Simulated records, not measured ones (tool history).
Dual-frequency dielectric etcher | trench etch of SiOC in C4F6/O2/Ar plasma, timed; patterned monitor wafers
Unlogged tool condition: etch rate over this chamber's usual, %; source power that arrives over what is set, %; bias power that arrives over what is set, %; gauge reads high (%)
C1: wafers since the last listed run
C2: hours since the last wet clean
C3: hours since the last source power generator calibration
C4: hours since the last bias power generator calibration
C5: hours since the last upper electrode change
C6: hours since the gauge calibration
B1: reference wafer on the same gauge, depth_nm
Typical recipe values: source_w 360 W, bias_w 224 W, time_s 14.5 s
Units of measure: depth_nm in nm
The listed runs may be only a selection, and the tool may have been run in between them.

{"run": 1, "hour": 0.0, "source_w": 360, "bias_w": 224, "time_s": 14.5, "C1": 0, "C2": 120.0, "C3": 1684.2, "C4": 1793.1, "C5": 1566.6, "C6": 1194.0, "B1": 24.82, "depth_nm": 29.27}
{"run": 2, "hour": 92.7, "source_w": 360, "bias_w": 224, "time_s": 14.5, "C1": 921, "C2": 212.7, "C3": 1776.9, "C4": 1885.8, "C5": 1659.3, "C6": 1286.7, "B1": 24.79, "depth_nm": 29.38}
{"run": 3, "hour": 172.3, "source_w": 360, "bias_w": 224, "time_s": 16.5, "C1": 791, "C2": 292.3, "C3": 1856.5, "C4": 1965.4, "C5": 1738.9, "C6": 1366.3, "B1": 24.77, "depth_nm": 32.82}
{"run": 4, "hour": 271.0, "source_w": 360, "bias_w": 224, "time_s": 16.5, "C1": 981, "C2": 391.0, "C3": 1955.2, "C4": 2064.1, "C5": 1837.6, "C6": 1465.0, "B1": 24.81, "depth_nm": 32.86}
{"run": 5, "hour": 348.1, "source_w": 360, "bias_w": 224, "time_s": 14.5, "C1": 766, "C2": 468.1, "C3": 2032.3, "C4": 2141.2, "C5": 1914.7, "C6": 1542.1, "B1": 24.83, "depth_nm": 28.8}
{"run": 6, "hour": 434.5, "source_w": 360, "bias_w": 224, "time_s": 14.5, "C1": 859, "C2": 554.5, "C3": 2118.7, "C4": 2227.6, "C5": 2001.1, "C6": 1628.5, "B1": 24.84, "depth_nm": 28.37}
{"run": 7, "hour": 528.2, "source_w": 360, "bias_w": 224, "time_s": 14.5, "C1": 931, "C2": 648.2, "C3": 2212.4, "C4": 2321.3, "C5": 2094.8, "C6": 1722.2, "B1": 24.81, "depth_nm": 28.01}
{"hour": 568.2, "done": "wet clean of the chamber"}
{"hour": 579.1, "done": "source power generator calibrated"}
{"run": 8, "hour": 630.7, "source_w": 360, "bias_w": 224, "time_s": 14.5, "C1": 740, "C2": 62.5, "C3": 51.6, "C4": 2423.8, "C5": 2197.3, "C6": 1824.7, "B1": 24.79, "depth_nm": 29.57}
{"run": 9, "hour": 686.1, "source_w": 360, "bias_w": 224, "time_s": 14.5, "C1": 550, "C2": 117.9, "C3": 107.0, "C4": 2479.2, "C5": 2252.7, "C6": 1880.1, "B1": 24.77, "depth_nm": 29.39}
{"run": 10, "hour": 735.5, "source_w": 360, "bias_w": 224, "time_s": 14.5, "C1": 491, "C2": 167.3, "C3": 156.4, "C4": 2528.6, "C5": 2302.1, "C6": 1929.5, "B1": 24.81, "depth_nm": 29.21}
{"run": 11, "hour": 793.3, "source_w": 420, "bias_w": 224, "time_s": 14.5, "C1": 574, "C2": 225.1, "C3": 214.2, "C4": 2586.4, "C5": 2359.9, "C6": 1987.3, "B1": 24.81, "depth_nm": 31.64}
{"hour": 877.2, "done": "upper electrode replaced"}
{"run": 12, "hour": 951.1, "source_w": 430, "bias_w": 173, "time_s": 17.5, "C1": 1330, "C2": 382.9, "C3": 372.0, "C4": 2744.2, "C5": 73.9, "C6": 2145.1, "B1": 24.84, "depth_nm": 34.94}
{"hour": 976.2, "done": "gauge calibrated"}
{"run": 13, "hour": 993.5, "source_w": 290, "bias_w": 184, "time_s": 19.0, "C1": 421, "C2": 425.3, "C3": 414.4, "C4": 2786.6, "C5": 116.3, "C6": 17.3, "B1": 24.81, "depth_nm": 32.55}
{"run": 14, "hour": 1031.0, "source_w": 360, "bias_w": 250, "time_s": 14.5, "C1": 372, "C2": 462.8, "C3": 451.9, "C4": 2824.1, "C5": 153.8, "C6": 54.8, "B1": 24.8, "depth_nm": 29.63}

The next listed run, before its measurement:
{"run": 15, "hour": 1108.2, "source_w": 290, "bias_w": 224, "time_s": 10.5, "C1": 767, "C2": 540.0, "C3": 529.1, "C4": 2901.3, "C5": 231.0, "C6": 132.0, "B1": "?", "depth_nm": "?"}

B1: 24.80
depth_nm: 18.68 nm
With no hidden state in the tool, this same run would have given depth_nm 19.52 nm.

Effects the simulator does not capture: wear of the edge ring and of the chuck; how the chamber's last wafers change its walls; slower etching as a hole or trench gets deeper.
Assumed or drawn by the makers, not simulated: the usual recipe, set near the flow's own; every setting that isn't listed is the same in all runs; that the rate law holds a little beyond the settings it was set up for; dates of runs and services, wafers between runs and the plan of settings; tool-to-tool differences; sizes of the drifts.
